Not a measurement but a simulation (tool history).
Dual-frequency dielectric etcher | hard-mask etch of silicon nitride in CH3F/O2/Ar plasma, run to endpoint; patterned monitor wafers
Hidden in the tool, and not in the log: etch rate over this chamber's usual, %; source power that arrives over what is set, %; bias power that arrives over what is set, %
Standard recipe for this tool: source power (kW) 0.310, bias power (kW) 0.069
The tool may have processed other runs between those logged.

run	day	source power (kW)	bias power (kW)	wafers since the last listed run	hours since the last wet clean	hours since the last source power generator calibration	hours since the last bias power generator calibration	hours since the last upper electrode change	incoming incoming film thickness, nm	endpoint time (s)
1	0.000	0.340	0.069	0	365.7	4046.6	2288.2	3763.6	44.19	70.0
2	3.104	0.340	0.069	745	440.2	4121.1	2362.7	3838.1	44.06	69.2
3	6.688	0.340	0.069	860	526.2	4207.1	2448.7	3924.1	44.15	69.4
# day 9.604: wet clean of the chamber
4	9.625	0.360	0.077	465	0.5	4277.6	2519.2	3994.6	43.92	66.6
# day 15.117: bias power generator calibrated
5	15.921	0.360	0.077	1472	151.6	4428.7	19.3	4145.7	44.51	65.2
6	18.521	0.360	0.077	624	214.0	4491.1	81.7	4208.1	43.50	63.7
7	21.117	0.340	0.075	623	276.3	4553.4	144.0	4270.4	43.99	65.9
# day 21.533: source power generator calibrated
# day 25.150: upper electrode replaced
8	25.171	0.310	0.058	693	373.6	87.3	241.3	0.5	44.46	76.4
9	29.142	0.310	0.075	953	468.9	182.6	336.6	95.8	44.17	67.9
10	31.538	0.240	0.079	575	526.4	240.1	394.1	153.3	44.17	72.1
# day 32.992: wet clean of the chamber
11	35.192	0.250	0.055	637	52.8	327.8	481.8	241.0	44.00	85.7
12	38.404	0.240	0.080	771	129.9	404.9	558.9	318.1	44.61	75.0
13	42.129	0.310	0.075	894	219.3	494.3	648.3	407.5	43.60	68.1
14	46.258	0.340	0.075	991	318.4	593.4	747.4	506.6	44.49	67.5
15	49.883	0.380	0.085	870	405.4	680.4	834.4	593.6	43.98	60.4

Predict each of these 4 candidate next runs independently; none follows another, all start after run 15:
A	49.900	0.310	0.069	4	405.8	680.8	834.8	594.0	44.23	?
B	49.900	0.280	0.054	4	405.8	680.8	834.8	594.0	44.23	?
C	49.900	0.370	0.081	4	405.8	680.8	834.8	594.0	44.23	?
D	49.900	0.270	0.078	4	405.8	680.8	834.8	594.0	44.23	?

run	endpoint time (s)
A	71.5
B	82.3
C	62.8
D	71.0
Without the tool's unlogged condition, the same runs would have read:
run	endpoint time (s)
A	72.3
B	83.3
C	63.5
D	71.8
